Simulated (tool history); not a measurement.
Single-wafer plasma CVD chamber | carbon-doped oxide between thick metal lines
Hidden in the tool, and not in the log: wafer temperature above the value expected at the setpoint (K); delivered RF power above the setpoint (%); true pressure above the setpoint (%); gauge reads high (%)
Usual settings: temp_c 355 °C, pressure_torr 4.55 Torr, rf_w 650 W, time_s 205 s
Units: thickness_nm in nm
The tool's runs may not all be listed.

run,day,temp_c,pressure_torr,rf_w,time_s,wafers since the last listed run,hours since the last thermocouple change,hours since the last RF generator calibration,hours since the last manometer calibration,hours since the showerhead was replaced,hours since the gauge calibration,"read-back reference wafer on the same gauge, thickness_nm",thickness_nm
1,0,355,4.55,650,231,0,1189.6,1153.1,1888.4,5575.5,812.5,1251.989,1264.795
2,1.171,355,4.55,650,205,145,1217.7,1181.2,1916.5,5603.6,840.6,1250.734,1122.872
3,3.679,355,5.06,650,205,311,1277.9,1241.4,1976.7,5663.8,900.8,1250.362,1136.231
4,5.171,345,4.55,650,205,185,1313.7,1277.2,2012.5,5699.6,936.6,1249.223,1153.899
5,7.029,355,4.55,650,205,230,1358.3,1321.8,2057.1,5744.2,981.2,1250.301,1114.812
6,9.446,355,4.55,650,205,300,1416.3,1379.8,2115.1,5802.2,1039.2,1249.694,1122.389
7,11.688,355,4.55,650,205,278,1470.1,1433.6,2168.9,5856,1093,1250.233,1118.252
# day 12.342: capacitance manometer re-zeroed and calibrated
8,12.817,355,4.55,735,205,98,1497.2,1460.7,11.4,5883.1,1120.1,1250.465,1228.343
# day 12.992: gauge calibrated
9,15.417,355,4.55,735,205,322,1559.6,1523.1,73.8,5945.5,58.2,1250.404,1225.935
10,17.792,355,4.55,735,205,294,1616.6,1580.1,130.8,6002.5,115.2,1250.03,1223.395
11,20.683,355,4.55,650,205,359,1686,1649.5,200.2,6071.9,184.6,1250.431,1112.762
12,22.225,355,3.57,650,205,191,1723,1686.5,237.2,6108.9,221.6,1251.096,1085.311
13,23.929,355,4.55,650,205,211,1763.9,1727.4,278.1,6149.8,262.5,1250.585,1115.273
# day 25.204: RF generator calibrated
14,25.388,343,3.48,580,185,139,1798.9,4.4,313.1,6184.8,297.5,1249.033,929.842
15,27.429,365,3.91,730,181,253,1847.9,53.4,362.1,6233.8,346.5,1250.669,1041.296
16,29.646,355,4.55,650,169,275,1901.1,106.6,415.3,6287,399.7,1250.938,923.658
17,30.679,355,4.55,715,205,128,1925.9,131.4,440.1,6311.8,424.5,1250.439,1204.238
18,32.308,355,3.89,610,205,202,1965,170.5,479.2,6350.9,463.6,1249.773,1048.635
19,34.779,365,5.03,530,192,306,2024.3,229.8,538.5,6410.2,522.9,1250.478,873.162
20,37.679,343,4.55,705,180,360,2093.9,299.4,608.1,6479.8,592.5,1250.515,1076.865
# day 38.654: thermocouple changed; heater temperature recalibrated
# day 39.612: showerhead replaced
21,39.633,365,5.03,530,192,159,23.5,346.3,655,0.5,639.4,1250.58,884.236
22,41.971,355,4.55,650,205,290,79.6,402.4,711.1,56.6,695.5,1250.202,1134.12
23,43.621,355,5.48,720,205,204,119.2,442,750.7,96.2,735.1,1250.456,1251.713
24,46.179,355,4.55,650,205,317,180.6,503.4,812.1,157.6,796.5,1249.777,1132.867
25,47.296,342,5.08,650,219,138,207.4,530.2,838.9,184.4,823.3,1249.745,1272.494
26,50.108,355,4.55,650,205,349,274.9,597.7,906.4,251.9,890.8,1250.112,1132.263
27,51.212,355,4.55,650,205,137,301.4,624.2,932.9,278.4,917.3,1252.02,1132.431
28,52.929,355,4.55,770,179,213,342.6,665.4,974.1,319.6,958.5,1251.668,1125.814

The same runs without the tool's hidden state, with the same run-to-run variation:
run,thickness_nm
1,1282.233
2,1138.882
3,1153.602
4,1173.065
5,1133.444
6,1142.34
7,1139.262
8,1251.67
9,1250.696
10,1249.49
11,1138.465
12,1111.226
13,1142.879
14,943.86
15,1054.887
16,938.157
17,1223.711
18,1066.539
19,887.809
20,1100.856
21,887.133
22,1138.03
23,1256.25
24,1137.644
25,1278.115
26,1137.939
27,1138.377
28,1131.693
